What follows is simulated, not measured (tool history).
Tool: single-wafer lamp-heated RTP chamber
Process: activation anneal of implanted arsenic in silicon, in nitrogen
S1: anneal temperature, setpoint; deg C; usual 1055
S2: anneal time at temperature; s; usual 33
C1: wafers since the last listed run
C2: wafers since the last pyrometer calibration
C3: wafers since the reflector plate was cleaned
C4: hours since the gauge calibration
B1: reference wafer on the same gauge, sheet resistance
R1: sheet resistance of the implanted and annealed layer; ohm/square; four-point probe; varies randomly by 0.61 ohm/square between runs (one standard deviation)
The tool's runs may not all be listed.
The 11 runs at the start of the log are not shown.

run   hour    S1  S2   C1    C2     C3     C4      B1      R1
 12  110.1  1055  33   62  5600  13477  155.9  354.98  406.67
 13  162.4  1055  33  389  5990  13867  208.2  354.95  406.64
 14  171.5  1034  33   67  6058  13935  217.3  354.88  409.93
 15    183  1034  33   85  6144  14020  228.8   355.2  409.95
 16  211.3  1055  20  211  6355  14231  257.1  355.17  409.71
 17  221.9  1055  20   79  6434  14310  267.7  354.85  409.99
     248.2  -- reflector plate cleaned
 18  274.6  1055  33  333  6767    197  320.4  355.05  406.84
 19  283.8  1026  50   68  6836    265  329.6  355.05  408.66
 20  291.5  1041  15   57  6893    323  337.3  355.01  413.96
 21  304.3  1066  49   95  6989    418  350.1  354.92  400.26
     343.8  -- pyrometer window cleaned and pyrometer calibrated
 22  350.1  1076  33  281    47    700  395.9   355.1  401.09
 23  357.6  1055  43   55   103    756  403.4  354.87  403.68
 24  367.8  1055  33   76   179    832  413.6  355.17  406.39
 25  384.6  1026  33  125   304    957  430.4  355.15  411.88
     389.3  -- gauge calibrated
 26  390.8  1043  33   46   350   1003    1.5  354.85  408.83

Run 27 is up next; what results do you expect?
 27   403  1055  33  90  441  1094  13.7   ?   ?

Run 27 came out at B1 354.83, R1 407.15 ohm/square.
If the tool had no hidden condition, the same run with the same run-to-run variation would have returned R1 407.15 ohm/square.
